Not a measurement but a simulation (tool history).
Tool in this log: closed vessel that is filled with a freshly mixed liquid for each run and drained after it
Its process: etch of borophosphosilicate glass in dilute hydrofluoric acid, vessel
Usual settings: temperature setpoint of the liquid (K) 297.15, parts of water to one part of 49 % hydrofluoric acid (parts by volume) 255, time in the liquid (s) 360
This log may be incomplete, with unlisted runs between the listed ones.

run	day	temperature setpoint of the liquid (K)	parts of water to one part of 49 % hydrofluoric acid (parts by volume)	time in the liquid (s)	read-back film thickness of the borophosphosilicate glass reference wafer, read on the same gauge (nm)	thickness taken off the borophosphosilicate glass on a monitor wafer (nm)
1	0.000	299.15	255	360	60.04	54.57
2	4.196	299.15	255	360	60.01	54.55
3	6.467	299.15	255	445	59.99	68.17
4	8.867	299.15	255	445	60.01	67.93
5	10.871	299.15	255	445	60.02	68.05
6	13.917	297.15	255	360	60.01	51.41
7	16.612	297.15	255	515	60.00	71.99
8	18.375	297.15	255	360	59.98	50.72
9	22.592	297.15	255	360	59.97	50.75
10	24.233	297.15	255	360	60.02	50.78
11	27.633	297.15	255	360	60.00	51.11
12	31.892	292.15	180	360	60.03	64.10
13	33.817	297.15	255	255	60.02	36.21
14	36.262	295.15	340	150	60.00	13.69
15	40.188	297.15	255	360	60.03	51.42
16	43.842	297.15	255	360	60.02	51.00
17	47.004	297.15	255	360	60.01	51.51
18	50.408	300.65	190	260	60.00	59.88
19	53.262	292.15	180	360	59.97	64.57
20	56.679	298.65	200	535	60.04	107.07
21	58.467	299.65	255	210	60.00	32.30
22	60.300	297.15	305	285	59.99	32.25
23	61.896	297.15	125	490	60.01	162.95
24	63.508	297.15	255	360	59.98	51.26
25	74.671	297.15	255	360	60.02	51.59
26	77.842	301.65	255	565	60.00	94.25
27	80.742	297.15	360	465	59.99	41.66
28	82.400	297.15	255	360	60.01	50.49
29	84.275	295.65	175	210	59.97	44.40
30	88.733	297.15	255	360	60.01	51.27
31	93.183	300.15	325	465	59.98	53.25

The log once held 6 entries between its listed runs, left out of this copy. Where does each go, and what is different about the tool's unlogged condition between the listed run before it and the listed run after it?
Runs 2 to 3: gauge calibrated (day 5.679)
  hydrofluoric acid flow above the setpoint (%): 1.06 -> 1.18
  measured less the result without the state, thickness taken off the borophosphosilicate glass on a monitor wafer (nm): +0.73 -> +1.00
Runs 6 to 7: hydrofluoric acid flow meter replaced (day 15.767)
  hydrofluoric acid flow above the setpoint (%): 1.54 -> 0.0511
  measured less the result without the state, thickness taken off the borophosphosilicate glass on a monitor wafer (nm): +0.98 -> +0.05
Runs 14 to 15: thermometer replaced (day 38.067)
  hydrofluoric acid flow above the setpoint (%): 1.01 -> 1.2
  measured less the result without the state, thickness taken off the borophosphosilicate glass on a monitor wafer (nm): +0.18 -> +0.77
Runs 17 to 18: hydrofluoric acid flow meter replaced (day 47.279)
  hydrofluoric acid flow above the setpoint (%): 1.54 -> 0.468
  measured less the result without the state, thickness taken off the borophosphosilicate glass on a monitor wafer (nm): +0.98 -> +0.34
Runs 25 to 26: thermometer replaced (day 76.021)
  hydrofluoric acid flow above the setpoint (%): 1.65 -> 1.81
  measured less the result without the state, thickness taken off the borophosphosilicate glass on a monitor wafer (nm): +1.06 -> +2.14
Runs 26 to 27: hydrofluoric acid flow meter replaced (day 78.788)
  hydrofluoric acid flow above the setpoint (%): 1.81 -> 0.304
  measured less the result without the state, thickness taken off the borophosphosilicate glass on a monitor wafer (nm): +2.14 -> +0.17
